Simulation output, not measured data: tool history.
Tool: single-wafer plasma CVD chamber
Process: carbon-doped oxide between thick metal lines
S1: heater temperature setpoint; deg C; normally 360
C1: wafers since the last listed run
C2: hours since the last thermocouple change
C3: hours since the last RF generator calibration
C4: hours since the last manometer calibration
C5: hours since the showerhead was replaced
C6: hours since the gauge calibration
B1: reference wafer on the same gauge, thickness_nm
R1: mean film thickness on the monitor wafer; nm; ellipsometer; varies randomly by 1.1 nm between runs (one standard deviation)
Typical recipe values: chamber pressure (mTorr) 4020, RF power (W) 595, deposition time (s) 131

run 1 hour=0.0 | S1=360 chamber_pressure_(mTorr)=4020 RF_power_(W)=595 deposition_time_(s)=131 | C1=0 C2=2535.1 C3=1757.4 C4=1058.9 C5=8421.7 C6=17.0 | B1=595.140 | R1=729.133
run 2 hour=12.5 | S1=360 chamber_pressure_(mTorr)=4020 RF_power_(W)=595 deposition_time_(s)=131 | C1=196 C2=2547.6 C3=1769.9 C4=1071.4 C5=8434.2 C6=29.5 | B1=595.221 | R1=729.649
run 3 hour=20.6 | S1=360 chamber_pressure_(mTorr)=4020 RF_power_(W)=640 deposition_time_(s)=131 | C1=127 C2=2555.7 C3=1778.0 C4=1079.5 C5=8442.3 C6=37.6 | B1=594.785 | R1=748.643
run 4 hour=28.4 | S1=360 chamber_pressure_(mTorr)=4020 RF_power_(W)=680 deposition_time_(s)=131 | C1=122 C2=2563.5 C3=1785.8 C4=1087.3 C5=8450.1 C6=45.4 | B1=595.259 | R1=765.423
run 5 hour=35.8 | S1=371 chamber_pressure_(mTorr)=4020 RF_power_(W)=595 deposition_time_(s)=131 | C1=116 C2=2570.9 C3=1793.2 C4=1094.7 C5=8457.5 C6=52.8 | B1=595.230 | R1=714.229
-- hour=45.7 thermocouple changed; heater temperature recalibrated
run 6 hour=46.4 | S1=371 chamber_pressure_(mTorr)=4020 RF_power_(W)=595 deposition_time_(s)=131 | C1=40 C2=0.7 C3=1803.8 C4=1105.3 C5=8468.1 C6=63.4 | B1=594.349 | R1=713.156
run 7 hour=59.4 | S1=371 chamber_pressure_(mTorr)=4020 RF_power_(W)=595 deposition_time_(s)=131 | C1=204 C2=13.7 C3=1816.8 C4=1118.3 C5=8481.1 C6=76.4 | B1=594.812 | R1=713.957
run 8 hour=67.6 | S1=360 chamber_pressure_(mTorr)=3730 RF_power_(W)=680 deposition_time_(s)=108 | C1=129 C2=21.9 C3=1825.0 C4=1126.5 C5=8489.3 C6=84.6 | B1=594.845 | R1=628.370
-- hour=76.9 gauge calibrated
-- hour=80.2 capacitance manometer re-zeroed and calibrated
-- hour=90.9 showerhead replaced
run 9 hour=91.4 | S1=360 chamber_pressure_(mTorr)=4020 RF_power_(W)=595 deposition_time_(s)=146 | C1=122 C2=45.7 C3=1848.8 C4=11.2 C5=0.5 C6=14.5 | B1=594.995 | R1=812.790
run 10 hour=92.4 | S1=351 chamber_pressure_(mTorr)=4020 RF_power_(W)=595 deposition_time_(s)=151 | C1=15 C2=46.7 C3=1849.8 C4=12.2 C5=1.5 C6=15.5 | B1=594.759 | R1=855.993
-- hour=111.6 RF generator calibrated
run 11 hour=112.1 | S1=350 chamber_pressure_(mTorr)=4520 RF_power_(W)=490 deposition_time_(s)=148 | C1=184 C2=66.4 C3=0.5 C4=31.9 C5=21.2 C6=35.2 | B1=595.039 | R1=793.723
run 12 hour=115.2 | S1=360 chamber_pressure_(mTorr)=4020 RF_power_(W)=595 deposition_time_(s)=131 | C1=48 C2=69.5 C3=3.6 C4=35.0 C5=24.3 C6=38.3 | B1=594.965 | R1=727.356
run 13 hour=130.2 | S1=371 chamber_pressure_(mTorr)=4020 RF_power_(W)=595 deposition_time_(s)=131 | C1=236 C2=84.5 C3=18.6 C4=50.0 C5=39.3 C6=53.3 | B1=595.457 | R1=713.833
run 14 hour=138.6 | S1=360 chamber_pressure_(mTorr)=4020 RF_power_(W)=515 deposition_time_(s)=138 | C1=132 C2=92.9 C3=27.0 C4=58.4 C5=47.7 C6=61.7 | B1=594.786 | R1=730.837
run 15 hour=146.0 | S1=360 chamber_pressure_(mTorr)=4020 RF_power_(W)=595 deposition_time_(s)=131 | C1=116 C2=100.3 C3=34.4 C4=65.8 C5=55.1 C6=69.1 | B1=595.105 | R1=728.616

5 ways to go on from here, each from the tool as it stands after run 15. What would each give?
run A hour=146.4 | S1=360 chamber_pressure_(mTorr)=3630 RF_power_(W)=595 deposition_time_(s)=131 | C1=6 C2=100.7 C3=34.8 C4=66.2 C5=55.5 C6=69.5 | B1=? | R1=?
run B hour=146.4 | S1=360 chamber_pressure_(mTorr)=3530 RF_power_(W)=595 deposition_time_(s)=156 | C1=6 C2=100.7 C3=34.8 C4=66.2 C5=55.5 C6=69.5 | B1=? | R1=?
run C hour=146.4 | S1=374 chamber_pressure_(mTorr)=3540 RF_power_(W)=660 deposition_time_(s)=145 | C1=6 C2=100.7 C3=34.8 C4=66.2 C5=55.5 C6=69.5 | B1=? | R1=?
run D hour=146.4 | S1=367 chamber_pressure_(mTorr)=3470 RF_power_(W)=595 deposition_time_(s)=131 | C1=6 C2=100.7 C3=34.8 C4=66.2 C5=55.5 C6=69.5 | B1=? | R1=?
run E hour=146.4 | S1=356 chamber_pressure_(mTorr)=4020 RF_power_(W)=595 deposition_time_(s)=146 | C1=6 C2=100.7 C3=34.8 C4=66.2 C5=55.5 C6=69.5 | B1=? | R1=?

run=A B1=594.977 R1=721.361
run=B B1=594.977 R1=856.930
run=C B1=594.977 R1=805.831
run=D B1=594.977 R1=709.570
run=E B1=594.977 R1=816.776
What these runs would have given with no unlogged condition in the tool:
run=A R1=721.361
run=B R1=856.930
run=C R1=805.831
run=D R1=709.570
run=E R1=816.776

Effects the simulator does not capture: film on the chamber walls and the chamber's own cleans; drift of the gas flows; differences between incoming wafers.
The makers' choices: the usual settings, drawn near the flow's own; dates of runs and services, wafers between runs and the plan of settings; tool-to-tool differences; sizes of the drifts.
